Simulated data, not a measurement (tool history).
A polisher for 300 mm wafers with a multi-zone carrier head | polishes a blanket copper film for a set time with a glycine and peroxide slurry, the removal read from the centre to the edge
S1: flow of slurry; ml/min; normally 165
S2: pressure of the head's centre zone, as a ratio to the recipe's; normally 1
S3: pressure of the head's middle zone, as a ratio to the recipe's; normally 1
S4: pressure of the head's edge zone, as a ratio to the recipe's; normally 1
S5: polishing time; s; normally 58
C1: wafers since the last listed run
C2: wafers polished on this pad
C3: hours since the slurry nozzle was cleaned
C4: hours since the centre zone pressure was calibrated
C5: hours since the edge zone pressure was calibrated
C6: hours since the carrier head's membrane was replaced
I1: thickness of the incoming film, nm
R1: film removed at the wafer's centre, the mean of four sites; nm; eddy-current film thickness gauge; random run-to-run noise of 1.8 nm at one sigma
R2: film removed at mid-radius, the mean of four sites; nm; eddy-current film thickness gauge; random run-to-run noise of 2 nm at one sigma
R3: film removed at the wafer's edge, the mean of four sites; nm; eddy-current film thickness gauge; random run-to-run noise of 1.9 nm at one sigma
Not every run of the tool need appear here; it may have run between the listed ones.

run	hour	S1	S2	S3	S4	S5	C1	C2	C3	C4	C5	C6	I1	R1	R2	R3
1	0	165	1	1	1	58	0	900	589	962.9	1148.1	851.5	1989.2	220.3	197.7	188.7
2	25	165	1	1	1	58	285	1186	614	987.9	1173.1	876.5	1980.1	219.5	198.1	191.2
# hour 36.4: worn pad replaced by a new one
3	38.5	165	1	1	1	58	108	23	627.5	1001.4	1186.6	890	1958.5	220.7	196	190.3
4	79.1	165	1	1	1	58	464	488	668.1	1042	1227.2	930.6	1982.8	220.4	196.8	192.7
5	105.1	165	1	1	1	58	297	785	694.1	1068	1253.2	956.6	1972.9	223.4	196.6	195
# hour 115.9: slurry nozzle cleaned
# hour 116.5: carrier head's membrane replaced by a new one
# hour 129.9: centre zone pressure recalibrated
6	137	210	1.09	1	1	58	323	1108	21.1	7.1	1285.1	20.5	1998.3	223.1	203.4	200.1
7	154.2	210	1.09	1	1	58	196	1305	38.3	24.3	1302.3	37.7	2002	222.8	204.3	196.1
# hour 163.7: worn pad replaced by a new one
8	169.4	165	0.97	1	1	58	128	65	53.5	39.5	1317.5	52.9	1982.1	194	198.6	189.8
9	201.6	165	1	0.89	1.06	58	368	433	85.7	71.7	1349.7	85.1	2000	195.7	181.3	195
10	228.8	140	1	1	1	58	311	744	112.9	98.9	1376.9	112.3	1978.2	191.6	186.3	186.4
# hour 234.9: edge zone pressure recalibrated
11	248.3	105	1	1	1	58	200	944	132.4	118.4	13.4	131.8	1990.9	177.5	176.6	177
# hour 275.3: worn pad replaced by a new one
12	275.8	165	1	0.89	1.06	58	268	5	159.9	145.9	40.9	159.3	1960.7	201.7	179.9	197.3
13	293.3	165	0.93	1.09	0.91	58	200	205	177.4	163.4	58.4	176.8	1959.3	186.2	212.8	181.6
14	327.8	165	1	1	1	58	394	599	211.9	197.9	92.9	211.3	1984.7	199.4	197.5	190.2
15	347.8	165	0.89	1	1.08	47	228	828	231.9	217.9	112.9	231.3	1968.4	143.1	160.4	161.8
16	380.2	165	1	0.92	1.06	58	370	1199	264.3	250.3	145.3	263.7	1979.5	200	180.3	196.4

Below, each run's measurement less what the same run would have read without the hidden state. Both values contain the same run-to-run variation, but the gauge's scatter may not be the same in both:
The hidden state here: removal rate lost through wear of the pad, %; slurry flow missing at the pad, %; deviation of the centre zone's pressure from its setpoint, %; deviation of the edge zone's pressure from its setpoint, %.
run	R1
1	+22.5
2	+23
3	+23.3
4	+24.2
5	+25.1
6	+0.6
7	+1
8	+1.3
9	+2.1
10	+2.6
11	+2.9
12	+3.9
13	+4.1
14	+5.1
15	+4
16	+6.4
R2: at most 0.2 nm away from the measurement, every run.
For R3, the difference is zero in each run.
